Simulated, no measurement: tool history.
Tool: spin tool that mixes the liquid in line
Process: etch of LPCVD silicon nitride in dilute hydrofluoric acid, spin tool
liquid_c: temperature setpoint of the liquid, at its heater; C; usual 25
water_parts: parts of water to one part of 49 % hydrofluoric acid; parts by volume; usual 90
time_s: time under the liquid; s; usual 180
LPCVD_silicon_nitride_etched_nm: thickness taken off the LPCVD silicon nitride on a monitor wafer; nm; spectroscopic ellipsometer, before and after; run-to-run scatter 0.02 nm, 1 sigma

run	hour	liquid_c	water_parts	time_s	read-back film thickness of the LPCVD silicon nitride reference wafer, read on the same gauge (nm)	LPCVD_silicon_nitride_etched_nm
1	0	25	90	110	129.997	0.661
2	13.5	25	125	180	129.997	0.754
3	31.3	25	125	180	130.018	0.779
4	49.1	25	90	180	130.005	1.071
5	64.9	25	90	180	129.996	1.088
6	78.3	25	90	180	130.001	1.118
7	93	25	70	125	129.978	0.953
8	104.6	25	70	125	129.995	0.977
9	122.5	25	90	180	130.004	1.079
# hour 133: thermometer replaced
10	135.3	25	90	180	129.997	1.07
11	146.3	25	90	180	129.986	1.034
12	158.2	25	90	180	130.007	1.053
13	165	25	90	180	129.999	1.06
14	180.1	25	90	180	129.984	1.051
15	190.2	25	60	125	129.992	1.121
# hour 210.8: gauge calibrated
16	237.3	25	90	180	129.997	1.113
# hour 246.3: hydrofluoric acid flow meter replaced
17	249.5	25	70	180	130.013	1.431
18	263.3	21.5	115	215	129.985	0.796
19	272.5	28.5	125	180	129.99	0.954
20	284.9	25	90	180	130.02	1.118
21	297.2	29	90	225	129.985	1.797
22	309.4	25	130	130	130.003	0.541
23	324.3	28	120	275	129.983	1.478
24	337.1	25	90	180	129.999	1.067
25	353.6	25	90	245	130.007	1.464
26	383.8	25	120	220	130	0.945

What does the tool deliver on the next run?
27	394.3	22	130	240	?	?

{"run 27": {"read-back film thickness of the LPCVD silicon nitride reference wafer, read on the same gauge (nm)": 130.001, "LPCVD_silicon_nitride_etched_nm": 0.814}}
The same run, on a tool lacking any hidden state, would have yielded LPCVD_silicon_nitride_etched_nm 0.814 nm.
